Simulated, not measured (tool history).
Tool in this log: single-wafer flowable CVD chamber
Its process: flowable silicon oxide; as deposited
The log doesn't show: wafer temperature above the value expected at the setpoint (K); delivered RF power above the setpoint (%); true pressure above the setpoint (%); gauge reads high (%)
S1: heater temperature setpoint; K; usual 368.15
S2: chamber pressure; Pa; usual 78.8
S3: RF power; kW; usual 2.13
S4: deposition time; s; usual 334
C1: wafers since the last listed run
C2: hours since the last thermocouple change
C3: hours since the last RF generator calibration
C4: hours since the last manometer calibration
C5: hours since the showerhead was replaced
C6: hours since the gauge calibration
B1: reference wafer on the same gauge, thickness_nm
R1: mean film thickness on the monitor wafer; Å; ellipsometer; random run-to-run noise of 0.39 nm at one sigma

| run | hour | S1 | S2 | S3 | S4 | C1 | C2 | C3 | C4 | C5 | C6 | B1 | R1 |
|---|---|---|---|---|---|---|---|---|---|---|---|---|---|
| 1 | 0 | 360.15 | 78.8 | 2.13 | 334 | 0 | 1579.5 | 102.1 | 744.8 | 6734.6 | 877.7 | 168.97 | 2050.6 |
| 2 | 33.1 | 368.15 | 78.8 | 2.13 | 334 | 156 | 1612.6 | 135.2 | 777.9 | 6767.7 | 910.8 | 169.093 | 1631.57 |
| 3 | 60.7 | 368.15 | 78.8 | 2.13 | 334 | 130 | 1640.2 | 162.8 | 805.5 | 6795.3 | 938.4 | 168.841 | 1632.87 |
| 4 | 90.6 | 368.15 | 78.8 | 2.13 | 334 | 141 | 1670.1 | 192.7 | 835.4 | 6825.2 | 968.3 | 168.986 | 1633.24 |
| 5 | 123.2 | 368.15 | 87.7 | 2.13 | 334 | 154 | 1702.7 | 225.3 | 868 | 6857.8 | 1000.9 | 168.983 | 1795.05 |
| 6 | 144 | 368.15 | 87.7 | 2.13 | 334 | 98 | 1723.5 | 246.1 | 888.8 | 6878.6 | 1021.7 | 169.208 | 1790.34 |
|  | 165.4 | capacitance manometer re-zeroed and calibrated |
| 7 | 165.9 | 368.15 | 78.8 | 2.45 | 334 | 65 | 1745.4 | 268 | 0.5 | 6900.5 | 1043.6 | 169.092 | 1681.46 |
| 8 | 185.4 | 368.15 | 78.8 | 2.13 | 334 | 92 | 1764.9 | 287.5 | 20 | 6920 | 1063.1 | 168.92 | 1623.15 |
| 9 | 209.6 | 376.15 | 78.8 | 2.44 | 390 | 114 | 1789.1 | 311.7 | 44.2 | 6944.2 | 1087.3 | 169.033 | 1556.96 |
| 10 | 245.5 | 368.15 | 78.8 | 2.13 | 334 | 170 | 1825 | 347.6 | 80.1 | 6980.1 | 1123.2 | 169.081 | 1626.82 |
| 11 | 270.6 | 355.15 | 78.8 | 2.13 | 334 | 118 | 1850.1 | 372.7 | 105.2 | 7005.2 | 1148.3 | 169.13 | 2335.39 |
|  | 295.4 | gauge calibrated |
| 12 | 302 | 368.15 | 78.8 | 2.13 | 295 | 148 | 1881.5 | 404.1 | 136.6 | 7036.6 | 6.6 | 169.042 | 1440 |
| 13 | 319.5 | 368.15 | 66.4 | 1.885 | 371 | 82 | 1899 | 421.6 | 154.1 | 7054.1 | 24.1 | 169.079 | 1489.45 |
| 14 | 338.9 | 368.15 | 78.8 | 2.13 | 334 | 91 | 1918.4 | 441 | 173.5 | 7073.5 | 43.5 | 168.932 | 1630.21 |
| 15 | 359 | 368.15 | 85.5 | 2.13 | 287 | 95 | 1938.5 | 461.1 | 193.6 | 7093.6 | 63.6 | 169.11 | 1505.03 |
| 16 | 382.6 | 380.15 | 69.2 | 1.75 | 377 | 111 | 1962.1 | 484.7 | 217.2 | 7117.2 | 87.2 | 169.207 | 1054.23 |
|  | 394.4 | thermocouple changed; heater temperature recalibrated |
| 17 | 409 | 360.15 | 78.8 | 2.13 | 334 | 87 | 14.6 | 511.1 | 243.6 | 7143.6 | 113.6 | 168.907 | 2125.25 |
|  | 429.4 | showerhead replaced |
| 18 | 435.3 | 368.15 | 78.8 | 2.13 | 334 | 86 | 40.9 | 537.4 | 269.9 | 5.9 | 139.9 | 169.152 | 1686.94 |
| 19 | 458.9 | 368.15 | 92.8 | 2.13 | 334 | 111 | 64.5 | 561 | 293.5 | 29.5 | 163.5 | 168.956 | 1952.67 |
| 20 | 488.8 | 368.15 | 90.4 | 2.325 | 334 | 141 | 94.4 | 590.9 | 323.4 | 59.4 | 193.4 | 169.04 | 1943.77 |
| 21 | 509.8 | 368.15 | 78.8 | 2.13 | 334 | 99 | 115.4 | 611.9 | 344.4 | 80.4 | 214.4 | 169.017 | 1674.38 |
| 22 | 545.4 | 362.15 | 78.8 | 2.015 | 334 | 168 | 151 | 647.5 | 380 | 116 | 250 | 168.983 | 1956.1 |
| 23 | 574.1 | 380.15 | 84.4 | 1.985 | 390 | 135 | 179.7 | 676.2 | 408.7 | 144.7 | 278.7 | 169.031 | 1432.05 |
| 24 | 662.2 | 359.15 | 78.8 | 1.89 | 372 | 417 | 267.8 | 764.3 | 496.8 | 232.8 | 366.8 | 168.891 | 2290.31 |
| 25 | 688.3 | 372.15 | 86.7 | 2.13 | 296 | 123 | 293.9 | 790.4 | 522.9 | 258.9 | 392.9 | 169.089 | 1441.36 |
| 26 | 711.6 | 368.15 | 78.8 | 2.13 | 303 | 110 | 317.2 | 813.7 | 546.2 | 282.2 | 416.2 | 168.948 | 1514.33 |
| 27 | 727.7 | 368.15 | 78.8 | 2.385 | 334 | 76 | 333.3 | 829.8 | 562.3 | 298.3 | 432.3 | 169.156 | 1718.35 |
| 28 | 741.3 | 368.15 | 78.8 | 2.13 | 334 | 64 | 346.9 | 843.4 | 575.9 | 311.9 | 445.9 | 168.879 | 1669.2 |

Here are 4 independent what-if runs from the current tool condition. What would each one return?
| A | 741.8 | 368.15 | 78.8 | 2.13 | 334 | 2 | 347.4 | 843.9 | 576.4 | 312.4 | 446.4 | ? | ? |
| B | 741.8 | 361.15 | 71.5 | 2.13 | 278 | 2 | 347.4 | 843.9 | 576.4 | 312.4 | 446.4 | ? | ? |
| C | 741.8 | 368.15 | 61.2 | 2.13 | 334 | 2 | 347.4 | 843.9 | 576.4 | 312.4 | 446.4 | ? | ? |
| D | 741.8 | 376.15 | 65.5 | 2.44 | 315 | 2 | 347.4 | 843.9 | 576.4 | 312.4 | 446.4 | ? | ? |

| run | B1 | R1 |
|---|---|---|
| A | 168.92 | 1659.95 |
| B | 168.92 | 1553 |
| C | 168.92 | 1336.06 |
| D | 168.92 | 1089.84 |
Take away the tool's hidden state, keep each run's random variation, and the runs would have read:
| run | R1 |
|---|---|
| A | 1680.75 |
| B | 1570.18 |
| C | 1352.81 |
| D | 1103.78 |
